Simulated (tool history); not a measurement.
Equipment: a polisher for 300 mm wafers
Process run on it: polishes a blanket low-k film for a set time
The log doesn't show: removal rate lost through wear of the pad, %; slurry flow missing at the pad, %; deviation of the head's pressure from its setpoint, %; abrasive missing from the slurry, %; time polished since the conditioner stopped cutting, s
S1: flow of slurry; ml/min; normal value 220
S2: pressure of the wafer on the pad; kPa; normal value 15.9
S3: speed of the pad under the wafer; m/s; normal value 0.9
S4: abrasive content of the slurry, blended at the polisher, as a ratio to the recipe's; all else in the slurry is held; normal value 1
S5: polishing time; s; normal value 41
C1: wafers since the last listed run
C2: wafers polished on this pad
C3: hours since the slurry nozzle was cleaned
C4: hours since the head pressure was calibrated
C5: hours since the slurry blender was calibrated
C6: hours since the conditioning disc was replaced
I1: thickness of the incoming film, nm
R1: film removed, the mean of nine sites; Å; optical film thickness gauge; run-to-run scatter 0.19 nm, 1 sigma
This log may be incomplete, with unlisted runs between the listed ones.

run	hour	S1	S2	S3	S4	S5	C1	C2	C3	C4	C5	C6	I1	R1
1	0	220	15.9	0.9	1	41	0	6303	280.2	142.4	233.7	11.7	517.1	185
# hour 6.7: worn pad replaced by a new one
2	61.1	220	15.9	0.9	1	41	996	949	341.3	203.5	294.8	72.8	508	189
# hour 158.2: slurry blender recalibrated
3	158.8	220	15.9	0.9	1	41	1669	2618	439	301.2	0.6	170.5	511.6	186
4	215.8	220	15.9	0.9	1	41	994	3612	496	358.2	57.6	227.5	512.5	183
5	258.1	220	15.9	0.9	1	41	737	4350	538.3	400.5	99.9	269.8	513.1	183
6	358.6	220	15.9	0.9	1	41	1753	6103	638.8	501	200.4	370.3	512.8	179
# hour 386.2: worn pad replaced by a new one
# hour 416.7: conditioning disc replaced and pad reconditioned
# hour 515.6: slurry blender recalibrated
7	552	220	15.9	0.9	1	41	3234	2821	832.2	694.4	36.4	135.3	521.2	181
# hour 592.8: slurry nozzle cleaned
8	622.5	220	15.9	0.9	1	41	1212	4034	29.7	764.9	106.9	205.8	509.7	180
# hour 717.8: worn pad replaced by a new one
9	721.3	220	15.9	0.9	1	41	1653	61	128.5	863.7	205.7	304.6	508.4	182
10	773.6	220	15.9	0.9	1	41	912	973	180.8	916	258	356.9	511.9	177
# hour 801.5: conditioning disc replaced and pad reconditioned
# hour 856.7: slurry blender recalibrated
11	896.5	220	15.9	0.9	1	41	2074	3047	303.7	1038.9	39.8	95	509	174
# hour 988.6: head pressure recalibrated
12	989.1	220	21.4	0.9	1	30	1580	4628	396.3	0.5	132.4	187.6	512.2	181
13	1061.6	220	20	0.9	0.75	41	1264	5892	468.8	73	204.9	260.1	504	206
# hour 1126.8: worn pad replaced by a new one
14	1127.3	220	15.9	0.9	1	41	1076	8	534.5	138.7	270.6	325.8	502.6	189
# hour 1146.2: conditioning disc replaced and pad reconditioned
15	1200.2	220	15.9	0.9	1	41	1236	1245	607.4	211.6	343.5	54	505.6	187
# hour 1212.9: slurry blender recalibrated
16	1282.4	160	15.9	1.02	0.9	53	1399	2644	689.6	293.8	69.5	136.2	508.3	242
17	1361.7	220	15.9	0.9	1.15	49	1383	4028	768.9	373.1	148.8	215.5	510.8	230
# hour 1458.9: worn pad replaced by a new one
18	1467.2	220	15.9	0.9	0.9	41	1770	145	874.4	478.6	254.3	321	503.4	180
# hour 1511.8: slurry nozzle cleaned
19	1532.4	270	21.4	0.9	1	45	1119	1265	20.6	543.8	319.5	386.2	509.4	275
# hour 1548.1: slurry blender recalibrated
# hour 1550.5: conditioning disc replaced and pad reconditioned
20	1569.4	220	15.9	0.9	1	30	575	1841	57.6	580.8	21.3	18.9	505.8	133
21	1609.9	220	15.9	0.9	1	41	706	2547	98.1	621.3	61.8	59.4	520.1	180
# hour 1816: worn pad replaced by a new one
# hour 1879.8: conditioning disc replaced and pad reconditioned
22	1890.3	220	15.9	0.9	1	41	4786	1260	378.5	901.7	342.2	10.5	514.8	177

Difference, measured minus no-hidden-state, one row per run. Run-to-run variation is common to both terms; the gauge's own scatter need not be:
run	R1
1	-9
2	-3
3	-8
4	-9
5	-11
6	-15
7	-13
8	-16
9	-12
10	-14
11	-19
12	-5
13	-9
14	-2
15	-4
16	-10
17	-13
18	-8
19	-16
20	-9
21	-13
22	-16
